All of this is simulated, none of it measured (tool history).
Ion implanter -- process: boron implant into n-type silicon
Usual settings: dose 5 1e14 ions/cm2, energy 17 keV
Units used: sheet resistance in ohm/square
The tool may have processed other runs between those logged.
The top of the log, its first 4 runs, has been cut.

run	hour	dose	energy	wafers since the last listed run	hours since the last dose calibration	hours since the extraction supply was calibrated	hours since the gauge calibration	read-back reference wafer on the same gauge, sheet resistance	sheet resistance
5	405	5	20.5	3800	646.6	5888.9	1689.1	246.92	230.58
6	433	5	20.5	500	674.6	5916.9	1717.1	247.22	227.27
7	467.8	5	20.5	622	709.4	5951.7	1751.9	246.82	226.75
8	514.6	5	17	836	756.2	5998.5	1798.7	246.69	231.06
9	584.3	5	17	1246	825.9	6068.2	1868.4	247.02	230.51
10	616.3	5.61	17	572	857.9	6100.2	1900.4	246.98	208.16
11	644.3	5	17	500	885.9	6128.2	1928.4	247.44	230.19
12	712.6	5	17	1221	954.2	6196.5	1996.7	247	228.16
13	747	5	17	615	988.6	6230.9	2031.1	246.89	227.53
# hour 760.9: Faraday cup replaced and dose calibrated
14	779.8	5	19	443	18.9	6263.7	2063.9	246.71	231.52
15	812.2	5	17	579	51.3	6296.1	2096.3	246.82	235.25
16	874.8	5	17	1119	113.9	6358.7	2158.9	246.86	234.88
17	921.3	5	17	831	160.4	6405.2	2205.4	246.7	233.88
18	956.7	5	12	633	195.8	6440.6	2240.8	246.91	241.73
19	1006.6	5	21.5	892	245.7	6490.5	2290.7	246.82	229.3
20	1059.3	4.37	23	942	298.4	6543.2	2343.4	247.05	255.75
# hour 1087.3: gauge calibrated
21	1104	5.72	20	799	343.1	6587.9	16.7	246.87	207.48
22	1137	6.08	13.5	590	376.1	6620.9	49.7	247.03	203.56
23	1203.9	6.04	22	1196	443	6687.8	116.6	247.15	196.01

Estimate the outcome of run 24 from the log above:
24	1266.7	5.84	14.5	1123	505.8	6750.6	179.4	?	?

Run 24 gave read-back reference wafer on the same gauge, sheet resistance 246.9, sheet resistance 208.22 ohm/square.
Take away the tool's hidden state, keep the run-to-run variation as it was, and the same run would have given sheet resistance 209.3 ohm/square.
